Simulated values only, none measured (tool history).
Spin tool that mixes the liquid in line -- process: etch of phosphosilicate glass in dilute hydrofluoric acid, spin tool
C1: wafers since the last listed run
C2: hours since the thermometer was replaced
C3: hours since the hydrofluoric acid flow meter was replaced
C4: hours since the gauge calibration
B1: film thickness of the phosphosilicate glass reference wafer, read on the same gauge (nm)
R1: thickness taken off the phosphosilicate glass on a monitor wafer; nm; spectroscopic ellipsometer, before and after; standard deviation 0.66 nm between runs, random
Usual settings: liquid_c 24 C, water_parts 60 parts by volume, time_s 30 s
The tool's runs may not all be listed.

Run 1, hour 0: usual settings; C1 0; C2 476.3; C3 1773.3; C4 795.3; B1 49.99. Result: R1 80.97 nm.
Run 2, hour 30.3: usual settings; C1 281; C2 506.6; C3 1803.6; C4 825.6; B1 50. Result: R1 82.11 nm.
Run 3, hour 51.7: usual settings; C1 198; C2 528; C3 1825; C4 847; B1 50.02. Result: R1 81.79 nm.
Run 4, hour 70.2: usual settings; C1 171; C2 546.5; C3 1843.5; C4 865.5; B1 50. Result: R1 81.99 nm.
Run 5, hour 104.7: usual settings but liquid_c 25.5 C; C1 320; C2 581; C3 1878; C4 900; B1 50. Result: R1 86.44 nm.
At hour 115.2: gauge calibrated.
Run 6, hour 137.1: usual settings but liquid_c 25.5 C; C1 300; C2 613.4; C3 1910.4; C4 21.9; B1 50.02. Result: R1 85.53 nm.
Run 7, hour 183.6: usual settings but liquid_c 25.5 C; C1 431; C2 659.9; C3 1956.9; C4 68.4; B1 49.98. Result: R1 86.17 nm.
Run 8, hour 219.2: usual settings; C1 330; C2 695.5; C3 1992.5; C4 104; B1 49.98. Result: R1 82.3 nm.
Run 9, hour 249.4: usual settings; C1 280; C2 725.7; C3 2022.7; C4 134.2; B1 50. Result: R1 80.63 nm.
At hour 296.8: thermometer replaced.
Run 10, hour 297.2: usual settings; C1 434; C2 0.4; C3 2070.5; C4 182; B1 50.01. Result: R1 81.14 nm.
At hour 314: hydrofluoric acid flow meter replaced.
Run 11, hour 321.6: usual settings but liquid_c 21.5 C, water_parts 40 parts by volume, time_s 15 s; C1 217; C2 24.8; C3 7.6; C4 206.4; B1 50. Result: R1 53.78 nm.
Run 12, hour 346.3: usual settings but liquid_c 28 C, water_parts 70 parts by volume, time_s 50 s; C1 229; C2 49.5; C3 32.3; C4 231.1; B1 50.01. Result: R1 124.59 nm.
Run 13, hour 376.1: usual settings but liquid_c 21 C, water_parts 70 parts by volume, time_s 40 s; C1 276; C2 79.3; C3 62.1; C4 260.9; B1 50.01. Result: R1 77.13 nm.
Run 14, hour 404.9: usual settings but liquid_c 19 C; C1 267; C2 108.1; C3 90.9; C4 289.7; B1 50. Result: R1 61.76 nm.
Run 15, hour 475.8: usual settings but water_parts 85 parts by volume; C1 658; C2 179; C3 161.8; C4 360.6; B1 49.99. Result: R1 52.53 nm.
At hour 489.8: hydrofluoric acid flow meter replaced, repeated, since the last time left the tool worse.
Run 16, hour 497.3: usual settings but liquid_c 21.5 C, water_parts 90 parts by volume, time_s 50 s; C1 190; C2 200.5; C3 7.5; C4 382.1; B1 50.01. Result: R1 84.75 nm.
Run 17, hour 518.9: usual settings but time_s 15 s; C1 200; C2 222.1; C3 29.1; C4 403.7; B1 49.98. Result: R1 43.16 nm.
Run 18, hour 553: usual settings but liquid_c 27.5 C, water_parts 75 parts by volume; C1 316; C2 256.2; C3 63.2; C4 437.8; B1 50.02. Result: R1 78.58 nm.
Run 19, hour 573.7: usual settings; C1 192; C2 276.9; C3 83.9; C4 458.5; B1 49.99. Result: R1 87.56 nm.
Run 20, hour 593.1: usual settings; C1 180; C2 296.3; C3 103.3; C4 477.9; B1 49.98. Result: R1 87.45 nm.
Run 21, hour 626.6: usual settings but liquid_c 21.5 C, water_parts 35 parts by volume; C1 311; C2 329.8; C3 136.8; C4 511.4; B1 50.01. Result: R1 138.95 nm.
Run 22, hour 641.2: usual settings but liquid_c 27 C, water_parts 70 parts by volume; C1 135; C2 344.4; C3 151.4; C4 526; B1 50. Result: R1 83.59 nm.
Run 23, hour 661.4: usual settings; C1 187; C2 364.6; C3 171.6; C4 546.2; B1 50.01. Result: R1 85.73 nm.
Run 24, hour 678.9: usual settings; C1 162; C2 382.1; C3 189.1; C4 563.7; B1 49.99. Result: R1 87.01 nm.
Run 25, hour 712.6: usual settings but liquid_c 22 C, water_parts 70 parts by volume, time_s 40 s; C1 313; C2 415.8; C3 222.8; C4 597.4; B1 50. Result: R1 90.58 nm.
Run 26, hour 745.4: usual settings but liquid_c 26 C, water_parts 70 parts by volume; C1 304; C2 448.6; C3 255.6; C4 630.2; B1 50.01. Result: R1 79.73 nm.
Run 27, hour 760.7: usual settings but water_parts 70 parts by volume; C1 142; C2 463.9; C3 270.9; C4 645.5; B1 50. Result: R1 73.29 nm.
Run 28, hour 787.7: usual settings but water_parts 80 parts by volume, time_s 20 s; C1 250; C2 490.9; C3 297.9; C4 672.5; B1 50. Result: R1 41.85 nm.
Run 29, hour 818.8: usual settings but liquid_c 20.5 C, time_s 40 s; C1 288; C2 522; C3 329; C4 703.6; B1 49.98. Result: R1 98.2 nm.
Run 30, hour 842.1: usual settings but liquid_c 28 C, water_parts 70 parts by volume, time_s 45 s; C1 216; C2 545.3; C3 352.3; C4 726.9; B1 50. Result: R1 128.65 nm.
Run 31, hour 873: usual settings but liquid_c 20 C, water_parts 75 parts by volume, time_s 50 s; C1 287; C2 576.2; C3 383.2; C4 757.8; B1 50.02. Result: R1 95.8 nm.

What the log doesn't show, run by run:
liquid colder than its thermometer reads (K): 0 in every run
gauge reads high (%): 0 in every run
H1: hydrofluoric acid flow below the setpoint (%)
run     H1
  1   6.34
  2   6.44
  3   6.51
  4   6.58
  5   6.69
  6    6.8
  7   6.96
  8   7.08
  9   7.18
 10   7.34
 11   11.3
 12   11.4
 13   11.5
 14   11.6
 15   11.8
 16  0.239
 17  0.312
 18  0.428
 19  0.497
 20  0.563
 21  0.676
 22  0.725
 23  0.794
 24  0.853
 25  0.966
 26   1.08
 27   1.13
 28   1.22
 29   1.33
 30    1.4
 31   1.51
